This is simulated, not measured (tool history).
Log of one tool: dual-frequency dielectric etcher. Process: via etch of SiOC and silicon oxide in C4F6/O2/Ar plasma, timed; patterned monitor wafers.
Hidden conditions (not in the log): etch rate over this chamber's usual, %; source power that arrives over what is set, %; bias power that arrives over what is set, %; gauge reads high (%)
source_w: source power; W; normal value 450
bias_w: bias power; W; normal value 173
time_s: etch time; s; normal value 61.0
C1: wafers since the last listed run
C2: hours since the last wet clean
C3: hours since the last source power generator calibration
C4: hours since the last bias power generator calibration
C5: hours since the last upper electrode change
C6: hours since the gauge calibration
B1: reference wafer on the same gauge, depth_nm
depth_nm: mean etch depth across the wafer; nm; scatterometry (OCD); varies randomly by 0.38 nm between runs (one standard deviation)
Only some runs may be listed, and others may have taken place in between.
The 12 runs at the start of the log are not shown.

-- hour=908.2 source power generator calibrated
-- hour=929.0 wet clean of the chamber
-- hour=930.1 bias power generator calibrated
run 13 hour=936.9 | source_w=450 bias_w=173 time_s=61.0 | C1=488 C2=7.9 C3=28.7 C4=6.8 C5=2824.1 C6=2275.3 | B1=61.8 | depth_nm=71.2
run 14 hour=1005.6 | source_w=450 bias_w=199 time_s=61.0 | C1=966 C2=76.6 C3=97.4 C4=75.5 C5=2892.8 C6=2344.0 | B1=61.8 | depth_nm=76.3
-- hour=1049.3 gauge calibrated
run 15 hour=1113.2 | source_w=450 bias_w=199 time_s=61.0 | C1=1514 C2=184.2 C3=205.0 C4=183.1 C5=3000.4 C6=63.9 | B1=61.7 | depth_nm=76.0
run 16 hour=1175.3 | source_w=450 bias_w=173 time_s=73.5 | C1=873 C2=246.3 C3=267.1 C4=245.2 C5=3062.5 C6=126.0 | B1=61.9 | depth_nm=86.3
run 17 hour=1255.3 | source_w=370 bias_w=173 time_s=61.0 | C1=1125 C2=326.3 C3=347.1 C4=325.2 C5=3142.5 C6=206.0 | B1=62.0 | depth_nm=66.8
run 18 hour=1314.6 | source_w=450 bias_w=216 time_s=61.0 | C1=834 C2=385.6 C3=406.4 C4=384.5 C5=3201.8 C6=265.3 | B1=61.9 | depth_nm=80.6
run 19 hour=1389.4 | source_w=480 bias_w=173 time_s=43.0 | C1=1052 C2=460.4 C3=481.2 C4=459.3 C5=3276.6 C6=340.1 | B1=61.8 | depth_nm=51.9
-- hour=1420.5 upper electrode replaced
run 20 hour=1447.5 | source_w=450 bias_w=173 time_s=61.0 | C1=479 C2=518.5 C3=539.3 C4=517.4 C5=27.0 C6=398.2 | B1=61.9 | depth_nm=73.2
run 21 hour=1545.2 | source_w=450 bias_w=173 time_s=61.0 | C1=1374 C2=616.2 C3=637.0 C4=615.1 C5=124.7 C6=495.9 | B1=62.0 | depth_nm=73.2
-- hour=1591.6 wet clean of the chamber
run 22 hour=1646.2 | source_w=370 bias_w=186 time_s=61.0 | C1=1083 C2=54.6 C3=738.0 C4=716.1 C5=225.7 C6=596.9 | B1=61.8 | depth_nm=68.1
run 23 hour=1744.7 | source_w=510 bias_w=160 time_s=76.5 | C1=1386 C2=153.1 C3=836.5 C4=814.6 C5=324.2 C6=695.4 | B1=62.0 | depth_nm=91.5
run 24 hour=1823.9 | source_w=410 bias_w=161 time_s=45.5 | C1=1114 C2=232.3 C3=915.7 C4=893.8 C5=403.4 C6=774.6 | B1=61.8 | depth_nm=49.8
run 25 hour=1917.9 | source_w=450 bias_w=199 time_s=46.0 | C1=1322 C2=326.3 C3=1009.7 C4=987.8 C5=497.4 C6=868.6 | B1=61.8 | depth_nm=58.0
run 26 hour=1989.9 | source_w=450 bias_w=141 time_s=61.0 | C1=1013 C2=398.3 C3=1081.7 C4=1059.8 C5=569.4 C6=940.6 | B1=62.0 | depth_nm=65.6
run 27 hour=2043.3 | source_w=450 bias_w=173 time_s=61.0 | C1=751 C2=451.7 C3=1135.1 C4=1113.2 C5=622.8 C6=994.0 | B1=61.9 | depth_nm=72.2
run 28 hour=2104.4 | source_w=400 bias_w=195 time_s=61.0 | C1=859 C2=512.8 C3=1196.2 C4=1174.3 C5=683.9 C6=1055.1 | B1=61.9 | depth_nm=73.3
-- hour=2169.8 wet clean of the chamber
run 29 hour=2170.3 | source_w=450 bias_w=173 time_s=61.0 | C1=589 C2=0.5 C3=1262.1 C4=1240.2 C5=749.8 C6=1121.0 | B1=61.7 | depth_nm=71.1
run 30 hour=2234.0 | source_w=450 bias_w=216 time_s=61.0 | C1=896 C2=64.2 C3=1325.8 C4=1303.9 C5=813.5 C6=1184.7 | B1=61.8 | depth_nm=78.3
run 31 hour=2297.7 | source_w=450 bias_w=173 time_s=61.0 | C1=896 C2=127.9 C3=1389.5 C4=1367.6 C5=877.2 C6=1248.4 | B1=62.0 | depth_nm=71.2

Each row is a separate what-if for the run after 31, all from the same tool condition, not one after another. Results?
run A hour=2298.1 | source_w=450 bias_w=173 time_s=61.0 | C1=5 C2=128.3 C3=1389.9 C4=1368.0 C5=877.6 C6=1248.8 | B1=? | depth_nm=?
run B hour=2298.1 | source_w=370 bias_w=207 time_s=79.0 | C1=5 C2=128.3 C3=1389.9 C4=1368.0 C5=877.6 C6=1248.8 | B1=? | depth_nm=?
run C hour=2298.1 | source_w=400 bias_w=214 time_s=54.5 | C1=5 C2=128.3 C3=1389.9 C4=1368.0 C5=877.6 C6=1248.8 | B1=? | depth_nm=?

run=A B1=61.9 depth_nm=71.8
run=B B1=61.9 depth_nm=93.8
run=C B1=61.9 depth_nm=67.6
The same runs, with their run-to-run variation unchanged, on a tool lacking any hidden condition would have given:
run=A depth_nm=71.5
run=B depth_nm=93.4
run=C depth_nm=67.3

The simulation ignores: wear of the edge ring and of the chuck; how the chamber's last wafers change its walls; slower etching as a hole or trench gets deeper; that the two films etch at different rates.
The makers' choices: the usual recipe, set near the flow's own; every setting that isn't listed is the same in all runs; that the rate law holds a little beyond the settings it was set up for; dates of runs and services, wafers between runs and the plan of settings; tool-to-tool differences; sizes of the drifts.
